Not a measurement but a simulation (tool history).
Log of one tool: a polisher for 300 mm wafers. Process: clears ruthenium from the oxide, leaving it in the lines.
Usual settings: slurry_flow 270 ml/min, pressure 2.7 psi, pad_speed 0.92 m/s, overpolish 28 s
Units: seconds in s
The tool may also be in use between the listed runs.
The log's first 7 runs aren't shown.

| run | hour | slurry_flow | pressure | pad_speed | overpolish | wafers since the last listed run | wafers polished on this pad | hours since the slurry nozzle was cleaned | hours since the head pressure was calibrated | incoming thickness of the incoming film, nm | seconds |
|---|---|---|---|---|---|---|---|---|---|---|---|
|  | 254 | slurry nozzle cleaned |
| 8 | 302.9 | 270 | 2.7 | 0.92 | 28 | 496 | 714 | 48.9 | 293.1 | 119.7 | 76.7 |
| 9 | 330.4 | 270 | 3.1 | 0.92 | 28 | 181 | 895 | 76.4 | 320.6 | 120.8 | 67.1 |
| 10 | 354.6 | 270 | 3.1 | 0.92 | 28 | 159 | 1055 | 100.6 | 344.8 | 119.5 | 66.9 |
| 11 | 387.9 | 270 | 3.1 | 0.92 | 28 | 219 | 1275 | 133.9 | 378.1 | 120.1 | 64.8 |
|  | 405.1 | worn pad replaced by a new one |
| 12 | 414.2 | 270 | 2.7 | 0.92 | 28 | 147 | 60 | 160.2 | 404.4 | 119.6 | 77.3 |
| 13 | 437.1 | 270 | 2.7 | 0.92 | 28 | 151 | 211 | 183.1 | 427.3 | 120.6 | 79.7 |
| 14 | 453.9 | 270 | 2.7 | 0.92 | 28 | 110 | 322 | 199.9 | 444.1 | 120 | 79.1 |
| 15 | 482.5 | 270 | 2.7 | 0.92 | 41 | 188 | 511 | 228.5 | 472.7 | 118.8 | 75.9 |
| 16 | 584.6 | 270 | 2.7 | 0.92 | 28 | 674 | 1186 | 330.6 | 574.8 | 117.8 | 75.1 |
| 17 | 608.7 | 295 | 3.3 | 1.02 | 15 | 159 | 1345 | 354.7 | 598.9 | 120.5 | 57 |
|  | 633.3 | worn pad replaced by a new one |
| 18 | 633.8 | 310 | 2.7 | 0.64 | 42 | 139 | 3 | 379.8 | 624 | 120.5 | 110 |
| 19 | 661.6 | 270 | 2.7 | 0.92 | 28 | 183 | 186 | 407.6 | 651.8 | 120.4 | 76.6 |
| 20 | 678.9 | 270 | 2.7 | 0.92 | 28 | 114 | 301 | 424.9 | 669.1 | 120 | 77.9 |
|  | 681.1 | head pressure recalibrated |
| 21 | 720.8 | 295 | 3.3 | 1.02 | 15 | 263 | 564 | 466.8 | 39.7 | 119.9 | 57.6 |
|  | 729.2 | slurry nozzle cleaned |
| 22 | 820.1 | 190 | 2.7 | 0.62 | 28 | 649 | 1214 | 90.9 | 139 | 119.3 | 120.5 |
|  | 852.2 | worn pad replaced by a new one |
| 23 | 854.9 | 270 | 1.9 | 0.72 | 28 | 203 | 17 | 125.7 | 173.8 | 121.6 | 141.7 |
| 24 | 872.9 | 270 | 2.2 | 0.8 | 16 | 118 | 136 | 143.7 | 191.8 | 119.7 | 106.3 |
| 25 | 887.9 | 180 | 2.3 | 0.74 | 28 | 99 | 235 | 158.7 | 206.8 | 118.9 | 118.1 |
| 26 | 925.5 | 305 | 2.7 | 0.72 | 23 | 248 | 484 | 196.3 | 244.4 | 121.9 | 99.2 |
| 27 | 956.8 | 270 | 2.7 | 0.92 | 28 | 206 | 690 | 227.6 | 275.7 | 120.1 | 78.6 |
| 28 | 977.2 | 270 | 2 | 0.78 | 28 | 134 | 825 | 248 | 296.1 | 120.7 | 119.1 |
| 29 | 1002.2 | 325 | 2.7 | 0.92 | 43 | 165 | 990 | 273 | 321.1 | 118.8 | 75.8 |
| 30 | 1037.6 | 270 | 3.3 | 0.92 | 28 | 233 | 1224 | 308.4 | 356.5 | 119.3 | 63.3 |

Forecast each of these 5 alternatives for the next run:
| A | 1038.1 | 270 | 2.7 | 0.92 | 28 | 3 | 1227 | 308.9 | 357 | 122 | ? |
| B | 1038.1 | 270 | 2.3 | 1.14 | 34 | 3 | 1227 | 308.9 | 357 | 122 | ? |
| C | 1038.1 | 270 | 1.8 | 0.92 | 28 | 3 | 1227 | 308.9 | 357 | 122 | ? |
| D | 1038.1 | 270 | 3.2 | 0.82 | 23 | 3 | 1227 | 308.9 | 357 | 122 | ? |
| E | 1038.1 | 300 | 2.7 | 0.68 | 12 | 3 | 1227 | 308.9 | 357 | 122 | ? |

| run | seconds |
|---|---|
| A | 77.9 |
| B | 73.2 |
| C | 114.1 |
| D | 74.3 |
| E | 104.3 |
Without the tool's hidden state the same runs would have given:
| run | seconds |
|---|---|
| A | 77.9 |
| B | 73.2 |
| C | 114.1 |
| D | 74.3 |
| E | 104.3 |
